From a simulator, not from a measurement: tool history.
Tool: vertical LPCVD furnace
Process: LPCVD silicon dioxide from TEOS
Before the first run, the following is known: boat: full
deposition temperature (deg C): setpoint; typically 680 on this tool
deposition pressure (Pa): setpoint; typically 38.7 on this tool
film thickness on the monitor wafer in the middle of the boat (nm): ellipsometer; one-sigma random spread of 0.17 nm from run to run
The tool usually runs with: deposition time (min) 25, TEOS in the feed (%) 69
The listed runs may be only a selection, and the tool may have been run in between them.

run,hour,deposition temperature (deg C),deposition pressure (Pa),deposition time (min),TEOS in the feed (%),"read-back reference wafer on the same gauge, thickness",film thickness on the monitor wafer in the middle of the boat (nm)
1,0.0,680,38.7,25,69,122.00,121.06
2,12.3,680,38.7,25,69,122.10,121.03
3,39.4,680,38.7,25,69,121.94,121.32
4,53.7,680,38.7,25,75,122.04,126.53
5,65.8,680,38.7,25,75,122.00,126.41
6,97.4,680,38.7,25,69,121.97,121.16
7,132.7,680,38.7,25,69,122.03,121.20
8,165.4,680,38.7,25,69,121.97,121.06
# hour 206.5: gauge calibrated
# hour 218.8: TEOS flow controller replaced
# hour 269.5: pressure gauge zeroed
9,270.0,680,38.7,25,69,122.02,121.29
10,279.4,680,38.7,25,69,121.94,121.20
11,305.9,680,38.7,25,80,121.97,130.41
12,332.1,680,38.7,25,69,122.03,121.53

Predict the results of run 13:
13,350.8,686,32.0,25,69,?,?

{"run 13": {"read-back reference wafer on the same gauge, thickness": 122.05, "film thickness on the monitor wafer in the middle of the boat (nm)": 127.3}}
With the hidden condition absent and the run-to-run variation left alone, this run would have shown film thickness on the monitor wafer in the middle of the boat (nm) 119.86.
